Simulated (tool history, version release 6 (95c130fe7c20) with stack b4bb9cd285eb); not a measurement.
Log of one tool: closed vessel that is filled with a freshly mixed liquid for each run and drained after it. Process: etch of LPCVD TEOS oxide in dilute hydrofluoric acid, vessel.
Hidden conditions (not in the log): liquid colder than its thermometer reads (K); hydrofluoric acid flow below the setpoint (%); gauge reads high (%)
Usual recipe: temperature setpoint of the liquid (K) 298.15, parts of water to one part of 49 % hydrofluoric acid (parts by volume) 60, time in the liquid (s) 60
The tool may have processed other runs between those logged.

| run | hour | temperature setpoint of the liquid (K) | parts of water to one part of 49 % hydrofluoric acid (parts by volume) | time in the liquid (s) | wafers since the last listed run | hours since the thermometer was replaced | hours since the hydrofluoric acid flow meter was replaced | hours since the gauge calibration | read-back film thickness of the LPCVD TEOS oxide reference wafer, read on the same gauge (nm) | thickness taken off the LPCVD TEOS oxide on a monitor wafer (nm) |
|---|---|---|---|---|---|---|---|---|---|---|
| 1 | 0.0 | 298.15 | 60 | 60 | 0 | 1676.8 | 1186.5 | 59.1 | 89.99 | 58.52 |
| 2 | 72.2 | 298.15 | 60 | 60 | 5858 | 1749.0 | 1258.7 | 131.3 | 89.99 | 57.88 |
| 3 | 97.5 | 298.15 | 60 | 60 | 2052 | 1774.3 | 1284.0 | 156.6 | 89.98 | 58.42 |
| 4 | 118.8 | 298.15 | 60 | 60 | 1728 | 1795.6 | 1305.3 | 177.9 | 90.00 | 57.72 |
| 5 | 152.6 | 298.15 | 60 | 60 | 2742 | 1829.4 | 1339.1 | 211.7 | 90.00 | 57.84 |
| 6 | 181.3 | 298.15 | 60 | 60 | 2328 | 1858.1 | 1367.8 | 240.4 | 90.00 | 58.08 |
| 7 | 200.1 | 296.15 | 60 | 80 | 1525 | 1876.9 | 1386.6 | 259.2 | 89.99 | 71.48 |
| 8 | 215.1 | 296.15 | 60 | 80 | 1217 | 1891.9 | 1401.6 | 274.2 | 89.99 | 70.49 |
| 9 | 232.3 | 296.15 | 60 | 80 | 1395 | 1909.1 | 1418.8 | 291.4 | 90.00 | 71.23 |
|  | 239.2 | hydrofluoric acid flow meter replaced |
| 10 | 261.8 | 298.15 | 60 | 60 | 2312 | 1938.6 | 22.6 | 320.9 | 90.00 | 57.64 |
| 11 | 278.0 | 298.15 | 60 | 60 | 1314 | 1954.8 | 38.8 | 337.1 | 90.01 | 57.82 |
| 12 | 298.9 | 298.15 | 60 | 60 | 1695 | 1975.7 | 59.7 | 358.0 | 90.01 | 57.51 |
| 13 | 311.1 | 298.15 | 45 | 95 | 989 | 1987.9 | 71.9 | 370.2 | 89.99 | 125.20 |
|  | 328.7 | gauge calibrated |
| 14 | 339.5 | 301.15 | 90 | 60 | 2304 | 2016.3 | 100.3 | 10.8 | 90.00 | 41.66 |
|  | 360.8 | thermometer replaced |
| 15 | 366.7 | 298.15 | 60 | 60 | 2125 | 5.9 | 127.5 | 38.0 | 90.01 | 64.07 |
| 16 | 386.5 | 294.65 | 85 | 85 | 1606 | 25.7 | 147.3 | 57.8 | 89.98 | 52.61 |
| 17 | 414.2 | 298.15 | 60 | 60 | 2247 | 53.4 | 175.0 | 85.5 | 90.01 | 63.45 |
| 18 | 436.2 | 303.15 | 30 | 60 | 1785 | 75.4 | 197.0 | 107.5 | 89.99 | 160.60 |
| 19 | 454.7 | 298.15 | 85 | 75 | 1501 | 93.9 | 215.5 | 126.0 | 90.00 | 53.13 |
| 20 | 486.5 | 294.65 | 45 | 60 | 2580 | 125.7 | 247.3 | 157.8 | 90.01 | 73.88 |
| 21 | 513.3 | 303.15 | 40 | 60 | 2174 | 152.5 | 274.1 | 184.6 | 89.99 | 119.90 |
| 22 | 548.5 | 299.65 | 60 | 60 | 2856 | 187.7 | 309.3 | 219.8 | 90.01 | 66.41 |
| 23 | 581.6 | 301.15 | 50 | 90 | 2685 | 220.8 | 342.4 | 252.9 | 89.98 | 128.60 |
| 24 | 608.0 | 298.15 | 60 | 60 | 2142 | 247.2 | 368.8 | 279.3 | 90.00 | 62.53 |
| 25 | 621.5 | 300.65 | 75 | 40 | 1095 | 260.7 | 382.3 | 292.8 | 90.01 | 36.40 |

Run-by-run hidden state of the tool:
hydrofluoric acid flow below the setpoint (%): 0, the same for each run
gauge reads high (%): 0, the same for each run
H1: liquid colder than its thermometer reads (K)
| run | H1 |
|---|---|
| 1 | 2.27 |
| 2 | 2.36 |
| 3 | 2.39 |
| 4 | 2.41 |
| 5 | 2.46 |
| 6 | 2.49 |
| 7 | 2.51 |
| 8 | 2.53 |
| 9 | 2.55 |
| 10 | 2.59 |
| 11 | 2.61 |
| 12 | 2.63 |
| 13 | 2.65 |
| 14 | 2.68 |
| 15 | 0.37 |
| 16 | 0.394 |
| 17 | 0.428 |
| 18 | 0.454 |
| 19 | 0.477 |
| 20 | 0.516 |
| 21 | 0.548 |
| 22 | 0.591 |
| 23 | 0.632 |
| 24 | 0.664 |
| 25 | 0.68 |

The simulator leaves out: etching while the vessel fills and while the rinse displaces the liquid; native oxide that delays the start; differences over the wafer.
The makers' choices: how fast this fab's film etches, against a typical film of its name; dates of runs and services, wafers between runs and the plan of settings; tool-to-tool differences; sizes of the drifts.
